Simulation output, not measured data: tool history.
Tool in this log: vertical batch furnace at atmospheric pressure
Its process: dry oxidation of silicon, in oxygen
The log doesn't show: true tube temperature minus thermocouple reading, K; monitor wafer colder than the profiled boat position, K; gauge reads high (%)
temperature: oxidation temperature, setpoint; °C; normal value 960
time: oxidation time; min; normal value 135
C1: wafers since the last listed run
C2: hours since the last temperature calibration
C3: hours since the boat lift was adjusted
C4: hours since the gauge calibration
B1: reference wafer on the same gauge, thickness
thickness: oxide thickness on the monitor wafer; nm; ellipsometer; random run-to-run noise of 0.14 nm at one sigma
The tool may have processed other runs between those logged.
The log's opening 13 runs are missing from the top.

Run 14, hour 678.2: usual settings; C1 924; C2 2312.3; C3 2513.4; C4 1607.4; B1 72.21. Result: thickness 67.64 nm.
Run 15, hour 728: usual settings; C1 691; C2 2362.1; C3 2563.2; C4 1657.2; B1 72.23. Result: thickness 67.45 nm.
At hour 733: gauge calibrated.
Run 16, hour 884.2: usual settings; C1 2167; C2 2518.3; C3 2719.4; C4 151.2; B1 72.22. Result: thickness 67.76 nm.
Run 17, hour 927.8: usual settings but temperature 968 °C, time 186.5 min; C1 604; C2 2561.9; C3 2763; C4 194.8; B1 72.2. Result: thickness 89.31 nm.
Run 18, hour 960.9: usual settings but temperature 967 °C; C1 459; C2 2595; C3 2796.1; C4 227.9; B1 72.21. Result: thickness 70.94 nm.
Run 19, hour 1086.5: usual settings but time 164 min; C1 1742; C2 2720.6; C3 2921.7; C4 353.5; B1 72.18. Result: thickness 77.03 nm.
Run 20, hour 1131.6: usual settings but temperature 981 °C, time 101.5 min; C1 625; C2 2765.7; C3 2966.8; C4 398.6; B1 72.21. Result: thickness 64.99 nm.
At hour 1157.1: boat lift adjusted.
Run 21, hour 1179: usual settings but temperature 976 °C; C1 324; C2 2813.1; C3 21.9; C4 446; B1 72.22. Result: thickness 77.32 nm.
Run 22, hour 1203.3: usual settings; C1 337; C2 2837.4; C3 46.2; C4 470.3; B1 72.2. Result: thickness 69.4 nm.
Run 23, hour 1251.8: usual settings; C1 672; C2 2885.9; C3 94.7; C4 518.8; B1 72.18. Result: thickness 68.94 nm.
Run 24, hour 1284: usual settings but temperature 971 °C, time 181.5 min; C1 446; C2 2918.1; C3 126.9; C4 551; B1 72.22. Result: thickness 91.33 nm.
At hour 1367.1: thermocouples replaced and temperature profile calibrated.
Run 25, hour 1416.7: usual settings but temperature 978 °C; C1 1508; C2 49.6; C3 259.6; C4 683.7; B1 72.2. Result: thickness 77.04 nm.
Run 26, hour 1443.8: usual settings but time 153 min; C1 376; C2 76.7; C3 286.7; C4 710.8; B1 72.19. Result: thickness 73.58 nm.
Run 27, hour 1508.6: usual settings but temperature 978 °C, time 193 min; C1 899; C2 141.5; C3 351.5; C4 775.6; B1 72.21. Result: thickness 98.39 nm.
Run 28, hour 1570.8: usual settings but temperature 945 °C, time 92.5 min; C1 863; C2 203.7; C3 413.7; C4 837.8; B1 72.22. Result: thickness 46.44 nm.
Run 29, hour 1600.8: usual settings but temperature 983 °C, time 174.5 min; C1 416; C2 233.7; C3 443.7; C4 867.8; B1 72.19. Result: thickness 94.99 nm.
Run 30, hour 1651: usual settings but temperature 975 °C, time 180.5 min; C1 696; C2 283.9; C3 493.9; C4 918; B1 72.19. Result: thickness 91.86 nm.
Run 31, hour 1679.6: usual settings but temperature 953 °C, time 192 min; C1 396; C2 312.5; C3 522.5; C4 946.6; B1 72.2. Result: thickness 81.23 nm.
Run 32, hour 1747.7: usual settings but time 101.5 min; C1 944; C2 380.6; C3 590.6; C4 1014.7; B1 72.18. Result: thickness 55.85 nm.
Run 33, hour 1791: usual settings but time 108 min; C1 600; C2 423.9; C3 633.9; C4 1058; B1 72.22. Result: thickness 58.21 nm.
Run 34, hour 1844.9: usual settings; C1 747; C2 477.8; C3 687.8; C4 1111.9; B1 72.2. Result: thickness 67.64 nm.
Run 35, hour 2049.7: usual settings; C1 2841; C2 682.6; C3 892.6; C4 1316.7; B1 72.21. Result: thickness 67.66 nm.
Run 36, hour 2088.3: usual settings but temperature 980 °C, time 104 min; C1 535; C2 721.2; C3 931.2; C4 1355.3; B1 72.2. Result: thickness 65.37 nm.
Run 37, hour 2149.4: usual settings but temperature 980 °C, time 104 min; C1 847; C2 782.3; C3 992.3; C4 1416.4; B1 72.21. Result: thickness 65.66 nm.
Run 38, hour 2210.8: usual settings but temperature 947 °C, time 192 min; C1 851; C2 843.7; C3 1053.7; C4 1477.8; B1 72.22. Result: thickness 77.09 nm.

Predict each of these 5 candidate next runs independently; none follows another, all start after run 38:
Run A, hour 2217.1: usual settings but temperature 944 °C; C1 87; C2 850; C3 1060; C4 1484.1; B1 ?. Result: thickness ?.
Run B, hour 2217.1: usual settings but temperature 949 °C, time 105 min; C1 87; C2 850; C3 1060; C4 1484.1; B1 ?. Result: thickness ?.
Run C, hour 2217.1: usual settings but temperature 945 °C; C1 87; C2 850; C3 1060; C4 1484.1; B1 ?. Result: thickness ?.
Run D, hour 2217.1: usual settings but time 81.5 min; C1 87; C2 850; C3 1060; C4 1484.1; B1 ?. Result: thickness ?.
Run E, hour 2217.1: usual settings but temperature 946 °C, time 166 min; C1 87; C2 850; C3 1060; C4 1484.1; B1 ?. Result: thickness ?.

run     B1  thickness
  A  72.22      58.64
  B  72.22      52.02
  C  72.22      59.19
  D  72.22      48.63
  E  72.22      68.77
What these runs would have given with no unlogged condition in the tool:
run  thickness
  A      58.93
  B      52.26
  C      59.48
  D      48.83
  E       69.1

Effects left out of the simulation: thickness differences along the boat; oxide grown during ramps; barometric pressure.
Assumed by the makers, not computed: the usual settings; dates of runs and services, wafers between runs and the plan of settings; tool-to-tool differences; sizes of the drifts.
